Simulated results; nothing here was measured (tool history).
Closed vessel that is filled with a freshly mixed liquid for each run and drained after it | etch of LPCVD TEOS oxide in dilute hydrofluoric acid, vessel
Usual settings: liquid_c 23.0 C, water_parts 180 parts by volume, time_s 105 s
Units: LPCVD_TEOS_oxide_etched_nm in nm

run	hour	liquid_c	water_parts	time_s	read-back film thickness of the LPCVD TEOS oxide reference wafer, read on the same gauge (nm)	LPCVD_TEOS_oxide_etched_nm
1	0.0	23.0	180	105	132.45	30.42
2	64.1	23.0	180	105	132.51	30.15
3	147.1	23.0	180	105	132.62	30.29
4	226.9	23.0	180	105	132.65	30.18
5	305.1	23.0	180	105	132.74	30.43
# hour 359.4: hydrofluoric acid flow meter replaced
6	397.2	23.0	180	105	132.84	30.45
7	471.5	23.0	180	120	132.89	34.73
8	576.3	23.0	180	120	132.97	34.66
9	686.7	23.0	180	85	133.06	24.71
# hour 737.9: thermometer replaced
# hour 761.9: gauge calibrated
10	784.2	23.0	180	85	130.03	24.14
11	831.2	25.5	180	105	130.06	32.83
12	903.1	21.5	255	150	130.14	26.47
13	944.1	23.0	180	105	130.17	29.82
14	1005.6	23.0	180	105	130.23	30.01
15	1079.7	18.0	155	160	130.30	44.51
# hour 1121.9: hydrofluoric acid flow meter replaced
16	1152.6	19.0	125	155	130.34	57.39
17	1247.4	23.0	220	85	130.43	18.95
# hour 1425.1: thermometer replaced
18	1513.9	23.0	180	105	130.69	30.00
19	1598.7	18.5	180	80	130.75	19.13
20	1644.1	24.5	205	55	130.79	14.14
21	1694.1	19.5	250	85	130.84	14.30
22	1798.7	20.0	130	125	130.95	46.15
23	1838.6	19.5	205	145	130.97	30.94
24	1942.6	26.0	230	75	131.06	17.71
# hour 1993.9: hydrofluoric acid flow meter replaced
25	2040.0	28.0	255	160	131.14	35.59
26	2090.7	23.0	125	105	131.20	45.86
# hour 2104.1: thermometer replaced
27	2179.0	25.5	260	120	131.26	23.93
28	2385.4	23.0	265	105	131.46	18.80
29	2436.1	23.0	180	105	131.50	30.10
30	2541.3	26.0	210	160	131.63	42.62
31	2608.3	27.0	180	130	131.64	43.61
32	2655.6	23.0	210	105	131.69	24.98
# hour 2660.6: hydrofluoric acid flow meter replaced
33	2701.1	27.0	135	145	131.75	68.01

3 ways to go on from here, each from the tool as it stands after run 33. What would each give?
A	2701.8	23.0	95	105	?	?
B	2701.8	24.5	155	105	?	?
C	2701.8	18.0	120	75	?	?

run	read-back film thickness of the LPCVD TEOS oxide reference wafer, read on the same gauge (nm)	LPCVD_TEOS_oxide_etched_nm
A	131.75	62.51
B	131.75	37.85
C	131.75	28.04
Without the tool's hidden state the same runs would have given:
run	LPCVD_TEOS_oxide_etched_nm
A	61.68
B	37.35
C	27.67
